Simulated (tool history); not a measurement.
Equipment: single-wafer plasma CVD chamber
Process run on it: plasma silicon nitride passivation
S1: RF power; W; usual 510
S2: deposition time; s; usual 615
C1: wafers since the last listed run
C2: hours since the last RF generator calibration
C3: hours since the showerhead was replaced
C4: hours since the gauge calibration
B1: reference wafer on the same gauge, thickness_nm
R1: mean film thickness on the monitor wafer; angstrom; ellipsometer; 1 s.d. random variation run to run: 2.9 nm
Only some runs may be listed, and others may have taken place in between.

run	hour	S1	S2	C1	C2	C3	C4	B1	R1
1	0	435	689	0	334.3	4357.3	875	819.553	9872.89
2	80.4	435	689	345	414.7	4437.7	955.4	819.523	9809.69
3	142.7	510	615	268	477	4500	1017.7	819.305	9167.62
4	250.5	510	615	463	584.8	4607.8	1125.5	818.413	9142.89
5	466.9	510	615	930	801.2	4824.2	1341.9	819.676	9138.01
6	547.4	510	615	346	881.7	4904.7	1422.4	819.669	9117.89
7	611	510	615	273	945.3	4968.3	1486	819.358	9091.1
8	710	510	615	425	1044.3	5067.3	1585	817.69	9082.4
# hour 791.1: gauge calibrated
9	791.4	550	615	350	1125.7	5148.7	0.3	818.165	9270.86
10	847.8	550	615	242	1182.1	5205.1	56.7	818.906	9274.5
# hour 1053.5: showerhead replaced, of another model than before
11	1142.6	550	615	1233	1476.9	89.1	351.5	819.133	9235.81
# hour 1190.4: RF generator calibrated
12	1194.3	510	676	187	3.9	140.8	403.2	818.742	10158.58
13	1276.4	510	676	353	86	222.9	485.3	818.265	10146.78
14	1316.5	545	699	172	126.1	263	525.4	818.718	10802.73
15	1413.7	510	615	418	223.3	360.2	622.6	819.71	9202.3
16	1503.9	510	615	388	313.5	450.4	712.8	818.662	9226.27
17	1577.8	600	539	317	387.4	524.3	786.7	818.66	8646.51
18	1719.6	570	657	610	529.2	666.1	928.5	818.913	10234.5
19	1790.5	555	565	305	600.1	737	999.4	818.944	8686.6
20	1843.8	580	615	229	653.4	790.3	1052.7	818.81	9634.89
21	1951.4	545	699	462	761	897.9	1160.3	819.261	10592.04
22	2019.2	560	669	291	828.8	965.7	1228.1	819.763	10220.46
23	2100.9	435	689	351	910.5	1047.4	1309.8	818.82	9486.85
24	2207.9	565	551	460	1017.5	1154.4	1416.8	820.006	8473.88
25	2280.1	550	524	310	1089.7	1226.6	1489	818.983	7940.12
26	2362.3	410	549	353	1171.9	1308.8	1571.2	819.438	7300.19
27	2428.1	435	689	283	1237.7	1374.6	1637	819.359	9367.9
28	2504.2	435	689	327	1313.8	1450.7	1713.1	819.898	9380.77
29	2582.6	450	547	337	1392.2	1529.1	1791.5	819.392	7563.52

Below are 5 alternative next runs, each starting from the tool's condition after run 29. Predict each:
A	2583.2	470	615	2	1392.8	1529.7	1792.1	?	?
B	2583.2	570	558	2	1392.8	1529.7	1792.1	?	?
C	2583.2	590	695	2	1392.8	1529.7	1792.1	?	?
D	2583.2	510	703	2	1392.8	1529.7	1792.1	?	?
E	2583.2	570	581	2	1392.8	1529.7	1792.1	?	?

run	B1	R1
A	818.199	8647.31
B	818.199	8506.24
C	818.199	10742.39
D	818.199	10236.51
E	818.199	8856.86
What these runs would have given with no unlogged condition in the tool:
run	R1
A	8931.45
B	8785.75
C	11095.38
D	10572.87
E	9147.89
